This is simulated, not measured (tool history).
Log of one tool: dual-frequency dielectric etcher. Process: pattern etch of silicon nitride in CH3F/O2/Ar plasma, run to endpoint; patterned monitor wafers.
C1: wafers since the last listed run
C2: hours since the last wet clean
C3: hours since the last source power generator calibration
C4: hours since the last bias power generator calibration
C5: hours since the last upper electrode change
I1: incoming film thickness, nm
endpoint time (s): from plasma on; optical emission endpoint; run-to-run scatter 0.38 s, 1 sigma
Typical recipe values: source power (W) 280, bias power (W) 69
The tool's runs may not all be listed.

Run 1, hour 0: usual settings; C1 0; C2 132.2; C3 3975.9; C4 3718.6; C5 5681.9; I1 40.51. Result: endpoint time (s) 67.6.
Run 2, hour 13.8: usual settings; C1 141; C2 146; C3 3989.7; C4 3732.4; C5 5695.7; I1 39.81. Result: endpoint time (s) 65.6.
Run 3, hour 38.4: usual settings; C1 252; C2 170.6; C3 4014.3; C4 3757; C5 5720.3; I1 39.79. Result: endpoint time (s) 66.2.
Run 4, hour 62.1: usual settings; C1 243; C2 194.3; C3 4038; C4 3780.7; C5 5744; I1 39.74. Result: endpoint time (s) 65.8.
Run 5, hour 90.9: usual settings; C1 295; C2 223.1; C3 4066.8; C4 3809.5; C5 5772.8; I1 40.33. Result: endpoint time (s) 67.3.
Run 6, hour 109.7: usual settings; C1 193; C2 241.9; C3 4085.6; C4 3828.3; C5 5791.6; I1 40. Result: endpoint time (s) 66.4.
At hour 124.2: source power generator calibrated.
Run 7, hour 125.8: usual settings; C1 124; C2 258; C3 1.6; C4 3844.4; C5 5807.7; I1 40.04. Result: endpoint time (s) 67.4.
At hour 158.8: bias power generator calibrated.
Run 8, hour 159.3: usual settings; C1 303; C2 291.5; C3 35.1; C4 0.5; C5 5841.2; I1 40.22. Result: endpoint time (s) 66.8.
Run 9, hour 192: usual settings but source power (W) 300, bias power (W) 55; C1 335; C2 324.2; C3 67.8; C4 33.2; C5 5873.9; I1 40.11. Result: endpoint time (s) 68.1.
At hour 221: upper electrode replaced.
At hour 231.4: wet clean of the chamber.
Run 10, hour 231.9: usual settings; C1 55; C2 0.5; C3 107.7; C4 73.1; C5 10.9; I1 40.02. Result: endpoint time (s) 67.3.
Run 11, hour 232.3: usual settings but bias power (W) 74; C1 4; C2 0.9; C3 108.1; C4 73.5; C5 11.3; I1 40.52. Result: endpoint time (s) 66.1.
Run 12, hour 262.9: usual settings but source power (W) 230, bias power (W) 59; C1 314; C2 31.5; C3 138.7; C4 104.1; C5 41.9; I1 40.08. Result: endpoint time (s) 79.
Run 13, hour 276.5: usual settings but source power (W) 330, bias power (W) 79; C1 139; C2 45.1; C3 152.3; C4 117.7; C5 55.5; I1 40.4. Result: endpoint time (s) 58.9.
Run 14, hour 310.2: usual settings but bias power (W) 57; C1 346; C2 78.8; C3 186; C4 151.4; C5 89.2; I1 39.9. Result: endpoint time (s) 69.9.

4 ways to go on from here, each from the tool as it stands after run 14. What would each give?
Run A, hour 310.6: usual settings; C1 4; C2 79.2; C3 186.4; C4 151.8; C5 89.6; I1 40.47. Result: endpoint time (s) ?.
Run B, hour 310.6: usual settings but source power (W) 310, bias power (W) 56; C1 4; C2 79.2; C3 186.4; C4 151.8; C5 89.6; I1 40.47. Result: endpoint time (s) ?.
Run C, hour 310.6: usual settings but source power (W) 250, bias power (W) 84; C1 4; C2 79.2; C3 186.4; C4 151.8; C5 89.6; I1 40.47. Result: endpoint time (s) ?.
Run D, hour 310.6: usual settings but source power (W) 300, bias power (W) 57; C1 4; C2 79.2; C3 186.4; C4 151.8; C5 89.6; I1 40.47. Result: endpoint time (s) ?.

run  endpoint time (s)
  A               67.7
  B               67.3
  C               68.6
  D               68.3
Had the tool no hidden state, the same runs would have come out as:
run  endpoint time (s)
  A               67.7
  B               67.3
  C               68.6
  D               68.3
